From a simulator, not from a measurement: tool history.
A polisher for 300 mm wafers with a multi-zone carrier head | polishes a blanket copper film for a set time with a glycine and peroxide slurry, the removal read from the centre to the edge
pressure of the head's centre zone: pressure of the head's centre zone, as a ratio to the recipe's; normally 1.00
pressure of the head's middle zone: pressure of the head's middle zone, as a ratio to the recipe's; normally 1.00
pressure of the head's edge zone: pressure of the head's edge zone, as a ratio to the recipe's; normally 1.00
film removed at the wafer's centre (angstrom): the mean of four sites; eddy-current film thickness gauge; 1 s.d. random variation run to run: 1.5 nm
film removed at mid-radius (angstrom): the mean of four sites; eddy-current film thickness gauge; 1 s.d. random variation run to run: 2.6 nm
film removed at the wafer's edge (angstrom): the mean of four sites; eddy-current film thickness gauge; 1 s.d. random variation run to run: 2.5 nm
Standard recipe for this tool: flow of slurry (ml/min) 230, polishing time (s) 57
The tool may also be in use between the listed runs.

run     day  flow of slurry (ml/min)  pressure of the head's centre zone  pressure of the head's middle zone  pressure of the head's edge zone  polishing time (s)  incoming thickness of the incoming film, nm  film removed at the wafer's centre (angstrom)  film removed at mid-radius (angstrom)  film removed at the wafer's edge (angstrom)
  1   0.000                      230                                1.00                                1.00                              1.00                  57                                       2398.8                                           2165                                   2171                                         2195
  2   2.738                      230                                1.00                                1.00                              1.00                  57                                       2419.1                                           2200                                   2213                                         2166
  3   6.704                      230                                1.00                                0.94                              1.04                  57                                       2368.6                                           2244                                   2098                                         2266
      9.650  -- slurry nozzle cleaned
      9.888  -- edge zone pressure recalibrated
     10.808  -- carrier head's membrane replaced by a new one
     14.350  -- worn pad replaced by a new one
  4  16.162                      230                                0.96                                0.93                              1.00                  52                                       2385.3                                           1964                                   1855                                         1990
  5  19.167                      230                                1.00                                1.00                              1.00                  57                                       2389.4                                           2295                                   2169                                         2180
  6  21.996                      230                                1.00                                1.00                              1.00                  73                                       2384.1                                           2942                                   2844                                         2804
  7  24.283                      230                                1.00                                1.00                              1.00                  57                                       2386.5                                           2293                                   2230                                         2218
  8  27.096                      255                                0.96                                0.96                              1.09                  57                                       2404.1                                           2213                                   2122                                         2274
  9  28.988                      185                                1.00                                1.00                              0.96                  57                                       2372.3                                           2209                                   2151                                         2111
     36.671  -- worn pad replaced by a new one
     37.762  -- centre zone pressure recalibrated
     38.104  -- slurry nozzle cleaned
 10  41.179                      230                                1.00                                1.00                              1.00                  74                                       2396.3                                           2918                                   2859                                         2862
 11  44.842                      230                                0.91                                1.00                              0.92                  57                                       2407.9                                           2065                                   2238                                         2112
     45.942  -- edge zone pressure recalibrated
 12  48.758                      230                                1.00                                1.11                              1.00                  57                                       2383.6                                           2294                                   2377                                         2191
 13  52.771                      230                                1.00                                1.05                              1.00                  57                                       2410.9                                           2308                                   2288                                         2166
 14  54.458                      230                                1.00                                1.00                              0.88                  57                                       2445.8                                           2295                                   2186                                         2105
 15  57.421                      230                                1.04                                1.00                              1.00                  57                                       2385.5                                           2399                                   2207                                         2190
 16  61.638                      230                                1.00                                1.00                              1.04                  57                                       2343.9                                           2338                                   2209                                         2217
     62.662  -- worn pad replaced by a new one
 17  65.425                      160                                0.90                                1.00                              1.00                  57                                       2428.9                                           2037                                   2106                                         2121
     65.579  -- slurry nozzle cleaned
 18  67.162                      230                                1.00                                1.07                              0.96                  69                                       2434.4                                           2809                                   2826                                         2642
 19  70.500                      230                                1.00                                1.00                              1.00                  57                                       2354.9                                           2307                                   2183                                         2172
 20  74.767                      230                                1.00                                0.92                              1.00                  57                                       2407.1                                           2292                                   2059                                         2230
     78.162  -- edge zone pressure recalibrated
 21  78.183                      230                                1.00                                1.00                              0.89                  57                                       2400.0                                           2302                                   2167                                         2020
 22  80.200                      230                                1.12                                1.00                              1.05                  57                                       2417.5                                           2656                                   2213                                         2264

Each row is a separate what-if for the run after 22, all from the same tool condition, not one after another. Results?
  A  80.217                      190                                1.00                                1.00                              1.00                  57                                       2368.2                                              ?                                      ?                                            ?
  B  80.217                      230                                0.92                                1.00                              1.00                  57                                       2368.2                                              ?                                      ?                                            ?
  C  80.217                      230                                1.08                                1.00                              1.00                  64                                       2368.2                                              ?                                      ?                                            ?
  D  80.217                      230                                1.11                                0.95                              1.11                  69                                       2368.2                                              ?                                      ?                                            ?

run  film removed at the wafer's centre (angstrom)  film removed at mid-radius (angstrom)  film removed at the wafer's edge (angstrom)
  A                                           2289                                   2138                                         2155
  B                                           2145                                   2175                                         2181
  C                                           2827                                   2439                                         2449
  D                                           3132                                   2518                                         2783
Without the tool's hidden state the same runs would have given:
run  film removed at the wafer's centre (angstrom)  film removed at mid-radius (angstrom)  film removed at the wafer's edge (angstrom)
  A                                           2127                                   2139                                         2155
  B                                           1992                                   2175                                         2181
  C                                           2629                                   2441                                         2449
  D                                           2913                                   2519                                         2783
